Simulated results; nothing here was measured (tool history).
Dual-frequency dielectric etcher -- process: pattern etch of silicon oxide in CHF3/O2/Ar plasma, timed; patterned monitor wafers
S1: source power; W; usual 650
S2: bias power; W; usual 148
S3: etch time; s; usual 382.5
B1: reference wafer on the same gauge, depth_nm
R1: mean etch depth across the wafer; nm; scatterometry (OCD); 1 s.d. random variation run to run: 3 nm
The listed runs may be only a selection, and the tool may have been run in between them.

{"run": 1, "hour": 0.0, "S1": 650, "S2": 123, "S3": 425.5, "B1": 733.8, "R1": 754.2}
{"run": 2, "hour": 101.2, "S1": 650, "S2": 148, "S3": 382.5, "B1": 734.6, "R1": 709.9}
{"run": 3, "hour": 218.7, "S1": 650, "S2": 148, "S3": 382.5, "B1": 733.8, "R1": 708.9}
{"run": 4, "hour": 275.3, "S1": 650, "S2": 148, "S3": 382.5, "B1": 734.4, "R1": 704.7}
{"run": 5, "hour": 313.0, "S1": 650, "S2": 129, "S3": 382.5, "B1": 733.7, "R1": 688.3}
{"run": 6, "hour": 371.4, "S1": 650, "S2": 148, "S3": 382.5, "B1": 734.5, "R1": 709.9}
{"run": 7, "hour": 448.0, "S1": 650, "S2": 148, "S3": 382.5, "B1": 733.9, "R1": 711.7}
{"hour": 460.0, "done": "gauge calibrated"}
{"hour": 527.9, "done": "wet clean of the chamber"}
{"run": 8, "hour": 548.4, "S1": 650, "S2": 148, "S3": 382.5, "B1": 733.8, "R1": 706.2}
{"run": 9, "hour": 617.3, "S1": 650, "S2": 148, "S3": 382.5, "B1": 734.8, "R1": 707.8}
{"hour": 688.1, "done": "bias power generator calibrated"}
{"hour": 759.3, "done": "source power generator calibrated"}
{"hour": 864.1, "done": "upper electrode replaced"}
{"run": 10, "hour": 913.4, "S1": 650, "S2": 148, "S3": 382.5, "B1": 734.6, "R1": 708.4}
{"run": 11, "hour": 1004.1, "S1": 650, "S2": 162, "S3": 382.5, "B1": 734.4, "R1": 735.4}
{"run": 12, "hour": 1082.3, "S1": 650, "S2": 162, "S3": 382.5, "B1": 734.5, "R1": 728.2}
{"hour": 1189.3, "done": "wet clean of the chamber"}
{"run": 13, "hour": 1189.8, "S1": 650, "S2": 148, "S3": 382.5, "B1": 733.6, "R1": 709.9}
{"run": 14, "hour": 1254.7, "S1": 590, "S2": 134, "S3": 326.5, "B1": 734.4, "R1": 557.3}
{"run": 15, "hour": 1324.9, "S1": 810, "S2": 166, "S3": 488.5, "B1": 732.8, "R1": 1050.1}
{"run": 16, "hour": 1432.7, "S1": 500, "S2": 148, "S3": 272, "B1": 733.1, "R1": 428.2}
{"run": 17, "hour": 1472.7, "S1": 520, "S2": 131, "S3": 346.5, "B1": 734.7, "R1": 546.1}
{"run": 18, "hour": 1551.2, "S1": 650, "S2": 148, "S3": 382.5, "B1": 734.4, "R1": 708.7}
{"run": 19, "hour": 1609.4, "S1": 650, "S2": 148, "S3": 382.5, "B1": 733.5, "R1": 711.9}
{"run": 20, "hour": 1689.0, "S1": 650, "S2": 184, "S3": 382.5, "B1": 734.6, "R1": 759.2}
{"hour": 1742.8, "done": "wet clean of the chamber"}
{"run": 21, "hour": 1781.3, "S1": 550, "S2": 111, "S3": 477.5, "B1": 733.6, "R1": 745.4}
{"run": 22, "hour": 1855.9, "S1": 650, "S2": 148, "S3": 382.5, "B1": 733.9, "R1": 711.6}
{"run": 23, "hour": 1898.8, "S1": 650, "S2": 127, "S3": 382.5, "B1": 734.1, "R1": 678.5}
{"run": 24, "hour": 1967.3, "S1": 650, "S2": 118, "S3": 382.5, "B1": 735.1, "R1": 664.8}
{"run": 25, "hour": 2062.1, "S1": 740, "S2": 115, "S3": 335.5, "B1": 734.5, "R1": 626.4}
{"run": 26, "hour": 2109.2, "S1": 650, "S2": 148, "S3": 382.5, "B1": 734.4, "R1": 706.2}
{"run": 27, "hour": 2146.5, "S1": 650, "S2": 174, "S3": 320, "B1": 733.5, "R1": 621.4}
{"run": 28, "hour": 2219.9, "S1": 650, "S2": 148, "S3": 273.5, "B1": 733.8, "R1": 506}
{"hour": 2280.0, "done": "wet clean of the chamber"}
{"run": 29, "hour": 2322.8, "S1": 650, "S2": 148, "S3": 382.5, "B1": 733.7, "R1": 705.6}

Each row is a separate what-if for the run after 29, all from the same tool condition, not one after another. Results?
{"run": "A", "hour": 2323.3, "S1": 500, "S2": 148, "S3": 382.5, "B1": "?", "R1": "?"}
{"run": "B", "hour": 2323.3, "S1": 650, "S2": 115, "S3": 382.5, "B1": "?", "R1": "?"}
{"run": "C", "hour": 2323.3, "S1": 740, "S2": 148, "S3": 445, "B1": "?", "R1": "?"}
{"run": "D", "hour": 2323.3, "S1": 700, "S2": 113, "S3": 336.5, "B1": "?", "R1": "?"}
{"run": "E", "hour": 2323.3, "S1": 650, "S2": 148, "S3": 309.5, "B1": "?", "R1": "?"}

run=A B1=734 R1=605.1
run=B B1=734 R1=664
run=C B1=734 R1=885.2
run=D B1=734 R1=606.5
run=E B1=734 R1=573.3
Without the tool's unlogged condition, the same runs would have read:
run=A R1=605.1
run=B R1=664
run=C R1=885.2
run=D R1=606.5
run=E R1=573.3
